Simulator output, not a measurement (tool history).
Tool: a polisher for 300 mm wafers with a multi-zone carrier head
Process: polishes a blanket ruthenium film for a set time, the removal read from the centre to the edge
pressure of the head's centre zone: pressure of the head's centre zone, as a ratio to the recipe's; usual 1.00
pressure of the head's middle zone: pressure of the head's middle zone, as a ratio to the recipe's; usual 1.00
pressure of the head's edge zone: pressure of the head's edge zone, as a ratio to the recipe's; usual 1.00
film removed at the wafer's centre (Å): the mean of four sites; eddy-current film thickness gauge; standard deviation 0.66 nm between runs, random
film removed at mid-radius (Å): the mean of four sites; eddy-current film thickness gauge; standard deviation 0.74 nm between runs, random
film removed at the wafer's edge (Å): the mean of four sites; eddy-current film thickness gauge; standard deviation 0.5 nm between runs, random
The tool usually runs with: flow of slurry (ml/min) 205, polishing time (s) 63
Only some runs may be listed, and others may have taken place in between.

run	hour	flow of slurry (ml/min)	pressure of the head's centre zone	pressure of the head's middle zone	pressure of the head's edge zone	polishing time (s)	incoming thickness of the incoming film, nm	film removed at the wafer's centre (Å)	film removed at mid-radius (Å)	film removed at the wafer's edge (Å)
1	0.0	205	1.00	1.00	1.00	63	250.5	707	745	761
2	20.9	205	1.00	1.00	1.00	63	248.1	698	742	754
3	50.0	205	1.00	1.00	1.00	63	248.4	701	749	756
# hour 81.3: worn pad replaced by a new one
4	132.8	205	1.00	1.00	1.00	63	252.7	692	738	746
5	153.2	205	1.00	1.00	1.00	63	253.0	695	737	754
# hour 158.8: edge zone pressure recalibrated
6	172.7	205	1.00	1.00	1.00	63	248.1	684	732	746
7	195.1	205	1.00	1.00	0.92	63	244.8	684	732	724
# hour 252.5: worn pad replaced by a new one
# hour 285.3: centre zone pressure recalibrated
8	289.1	205	1.00	1.00	0.92	63	252.4	751	726	716
9	315.9	205	1.00	1.00	1.00	63	250.1	736	712	754
10	344.2	205	1.00	1.00	1.00	63	246.6	712	724	748
# hour 402.9: slurry nozzle cleaned
# hour 412.2: worn pad replaced by a new one
# hour 433.2: carrier head's membrane replaced by a new one
11	433.7	205	1.00	1.00	1.00	63	250.1	713	732	747
12	456.7	205	1.00	1.09	1.00	63	246.6	708	783	749
13	481.7	260	1.07	1.10	0.89	63	250.9	777	815	717
14	499.7	205	1.00	1.00	1.05	63	244.9	699	736	764
15	531.6	205	1.05	1.00	0.96	46	249.3	537	541	538
# hour 544.9: worn pad replaced by a new one
16	560.6	205	0.90	1.10	0.96	63	245.7	630	797	724
# hour 576.8: edge zone pressure recalibrated
17	595.7	205	1.00	1.00	1.00	63	253.1	693	729	746
18	621.4	175	0.96	1.00	0.90	73	254.3	745	840	825
19	645.2	225	0.90	1.04	1.00	63	251.5	628	765	751
20	670.1	205	1.00	1.00	1.00	63	252.2	682	729	757
# hour 678.3: worn pad replaced by a new one
21	689.5	205	1.00	1.00	1.00	63	250.0	685	721	752
22	715.5	145	1.00	1.00	1.00	63	245.6	666	702	724
23	747.3	205	1.00	0.95	1.00	71	249.7	763	794	843

3 ways to go on from here, each from the tool as it stands after run 23. What would each give?
A	747.7	205	1.00	1.00	1.00	78	246.2	?	?	?
B	747.7	180	1.00	1.00	1.00	70	246.2	?	?	?
C	747.7	205	1.00	1.03	1.00	55	246.2	?	?	?

run	film removed at the wafer's centre (Å)	film removed at mid-radius (Å)	film removed at the wafer's edge (Å)
A	847	888	929
B	749	786	826
C	598	640	655
With the hidden condition removed and each run's random variation left untouched, the same runs would have given:
run	film removed at the wafer's centre (Å)	film removed at mid-radius (Å)	film removed at the wafer's edge (Å)
A	950	907	944
B	842	804	840
C	670	653	665
